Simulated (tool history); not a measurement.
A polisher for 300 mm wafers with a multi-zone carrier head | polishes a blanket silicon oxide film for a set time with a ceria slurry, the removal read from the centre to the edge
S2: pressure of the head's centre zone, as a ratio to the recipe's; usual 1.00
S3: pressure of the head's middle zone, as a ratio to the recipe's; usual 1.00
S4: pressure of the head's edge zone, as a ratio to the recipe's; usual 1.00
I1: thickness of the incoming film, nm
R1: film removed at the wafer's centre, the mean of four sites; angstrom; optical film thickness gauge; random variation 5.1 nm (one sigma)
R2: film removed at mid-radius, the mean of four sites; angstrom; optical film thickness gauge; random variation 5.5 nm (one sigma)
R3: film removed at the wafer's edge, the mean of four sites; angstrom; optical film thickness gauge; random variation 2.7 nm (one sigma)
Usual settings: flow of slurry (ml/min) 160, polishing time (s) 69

{"run": 1, "hour": 0.0, "flow of slurry (ml/min)": 160, "S2": 1.0, "S3": 1.0, "S4": 1.0, "polishing time (s)": 69, "I1": 1849.9, "R1": 3743, "R2": 3693, "R3": 3867}
{"run": 2, "hour": 80.9, "flow of slurry (ml/min)": 160, "S2": 1.0, "S3": 1.0, "S4": 1.0, "polishing time (s)": 69, "I1": 1812.9, "R1": 3781, "R2": 3727, "R3": 3844}
{"hour": 116.5, "done": "centre zone pressure recalibrated"}
{"run": 3, "hour": 128.1, "flow of slurry (ml/min)": 160, "S2": 1.0, "S3": 1.0, "S4": 1.0, "polishing time (s)": 69, "I1": 1804.4, "R1": 3785, "R2": 3707, "R3": 3781}
{"run": 4, "hour": 213.3, "flow of slurry (ml/min)": 160, "S2": 1.0, "S3": 1.0, "S4": 1.0, "polishing time (s)": 69, "I1": 1869.8, "R1": 3673, "R2": 3648, "R3": 3825}
{"hour": 300.9, "done": "edge zone pressure recalibrated"}
{"run": 5, "hour": 307.9, "flow of slurry (ml/min)": 160, "S2": 1.05, "S3": 1.0, "S4": 1.0, "polishing time (s)": 69, "I1": 1862.2, "R1": 3950, "R2": 3710, "R3": 3775}
{"hour": 332.4, "done": "slurry nozzle cleaned"}
{"hour": 335.3, "done": "worn pad replaced by a new one"}
{"run": 6, "hour": 413.6, "flow of slurry (ml/min)": 160, "S2": 1.05, "S3": 1.0, "S4": 1.0, "polishing time (s)": 69, "I1": 1858.3, "R1": 3580, "R2": 3376, "R3": 3508}
{"run": 7, "hour": 495.5, "flow of slurry (ml/min)": 160, "S2": 1.0, "S3": 1.0, "S4": 1.0, "polishing time (s)": 69, "I1": 1850.1, "R1": 3341, "R2": 3415, "R3": 3423}
{"run": 8, "hour": 552.5, "flow of slurry (ml/min)": 160, "S2": 1.07, "S3": 1.0, "S4": 1.0, "polishing time (s)": 69, "I1": 1824.3, "R1": 3675, "R2": 3353, "R3": 3419}
{"run": 9, "hour": 605.4, "flow of slurry (ml/min)": 160, "S2": 1.0, "S3": 1.0, "S4": 1.0, "polishing time (s)": 69, "I1": 1873.6, "R1": 3313, "R2": 3321, "R3": 3407}
{"hour": 639.4, "done": "carrier head's membrane replaced by a new one"}
{"run": 10, "hour": 670.9, "flow of slurry (ml/min)": 160, "S2": 0.94, "S3": 1.05, "S4": 0.93, "polishing time (s)": 69, "I1": 1847.9, "R1": 3120, "R2": 3462, "R3": 3303}
{"hour": 698.8, "done": "worn pad replaced by a new one, repeated, since the last time left the tool worse"}
{"run": 11, "hour": 739.8, "flow of slurry (ml/min)": 160, "S2": 1.0, "S3": 1.0, "S4": 1.0, "polishing time (s)": 69, "I1": 1850.6, "R1": 3970, "R2": 3793, "R3": 3945}
{"hour": 754.7, "done": "slurry nozzle cleaned"}
{"run": 12, "hour": 815.7, "flow of slurry (ml/min)": 160, "S2": 0.9, "S3": 0.97, "S4": 1.06, "polishing time (s)": 79, "I1": 1820.7, "R1": 3945, "R2": 4163, "R3": 4538}
{"hour": 859.7, "done": "edge zone pressure recalibrated"}
{"run": 13, "hour": 885.7, "flow of slurry (ml/min)": 160, "S2": 0.9, "S3": 1.0, "S4": 0.88, "polishing time (s)": 69, "I1": 1870.2, "R1": 3366, "R2": 3688, "R3": 3668}
{"run": 14, "hour": 948.4, "flow of slurry (ml/min)": 140, "S2": 1.08, "S3": 1.05, "S4": 0.92, "polishing time (s)": 69, "I1": 1866.6, "R1": 3918, "R2": 3781, "R3": 3654}
{"hour": 1045.2, "done": "worn pad replaced by a new one"}
{"run": 15, "hour": 1049.8, "flow of slurry (ml/min)": 160, "S2": 1.0, "S3": 1.0, "S4": 1.0, "polishing time (s)": 69, "I1": 1856.7, "R1": 3851, "R2": 3823, "R3": 4028}
{"run": 16, "hour": 1126.2, "flow of slurry (ml/min)": 120, "S2": 1.0, "S3": 1.05, "S4": 1.0, "polishing time (s)": 69, "I1": 1837.5, "R1": 3612, "R2": 3642, "R3": 3756}
{"hour": 1155.6, "done": "slurry nozzle cleaned"}
{"hour": 1184.5, "done": "centre zone pressure recalibrated"}
{"run": 17, "hour": 1219.5, "flow of slurry (ml/min)": 160, "S2": 1.12, "S3": 1.0, "S4": 0.96, "polishing time (s)": 69, "I1": 1825.7, "R1": 4210, "R2": 3802, "R3": 3808}
{"run": 18, "hour": 1386.8, "flow of slurry (ml/min)": 160, "S2": 0.93, "S3": 1.0, "S4": 1.1, "polishing time (s)": 69, "I1": 1870.0, "R1": 3495, "R2": 3816, "R3": 3940}
{"hour": 1399.5, "done": "worn pad replaced by a new one"}
{"hour": 1414.1, "done": "edge zone pressure recalibrated"}
{"run": 19, "hour": 1425.9, "flow of slurry (ml/min)": 160, "S2": 0.93, "S3": 1.0, "S4": 1.1, "polishing time (s)": 69, "I1": 1848.2, "R1": 3586, "R2": 3803, "R3": 4170}
{"run": 20, "hour": 1483.1, "flow of slurry (ml/min)": 160, "S2": 1.0, "S3": 1.0, "S4": 1.0, "polishing time (s)": 69, "I1": 1816.7, "R1": 3789, "R2": 3689, "R3": 3886}
{"hour": 1550.3, "done": "slurry nozzle cleaned"}
{"run": 21, "hour": 1578.1, "flow of slurry (ml/min)": 160, "S2": 0.89, "S3": 1.08, "S4": 1.05, "polishing time (s)": 81, "I1": 1857.8, "R1": 4017, "R2": 4649, "R3": 4623}
{"run": 22, "hour": 1631.4, "flow of slurry (ml/min)": 110, "S2": 0.92, "S3": 1.0, "S4": 1.0, "polishing time (s)": 48, "I1": 1879.5, "R1": 2225, "R2": 2325, "R3": 2524}

4 ways to go on from here, each from the tool as it stands after run 22. What would each give?
{"run": "A", "hour": 1631.8, "flow of slurry (ml/min)": 160, "S2": 1.12, "S3": 1.0, "S4": 1.0, "polishing time (s)": 69, "I1": 1831.5, "R1": "?", "R2": "?", "R3": "?"}
{"run": "B", "hour": 1631.8, "flow of slurry (ml/min)": 210, "S2": 1.04, "S3": 1.0, "S4": 1.0, "polishing time (s)": 69, "I1": 1831.5, "R1": "?", "R2": "?", "R3": "?"}
{"run": "C", "hour": 1631.8, "flow of slurry (ml/min)": 160, "S2": 1.0, "S3": 1.11, "S4": 0.9, "polishing time (s)": 80, "I1": 1831.5, "R1": "?", "R2": "?", "R3": "?"}
{"run": "D", "hour": 1631.8, "flow of slurry (ml/min)": 160, "S2": 1.0, "S3": 0.88, "S4": 0.93, "polishing time (s)": 51, "I1": 1831.5, "R1": "?", "R2": "?", "R3": "?"}

run=A R1=4153 R2=3659 R3=3781
run=B R1=4040 R2=3818 R3=3900
run=C R1=4299 R2=4640 R3=4217
run=D R1=2736 R2=2432 R3=2728
Without the tool's hidden state the same runs would have given:
run=A R1=4381 R2=3860 R3=3989
run=B R1=4262 R2=4028 R3=4115
run=C R1=4535 R2=4895 R3=4449
run=D R1=2886 R2=2566 R3=2878
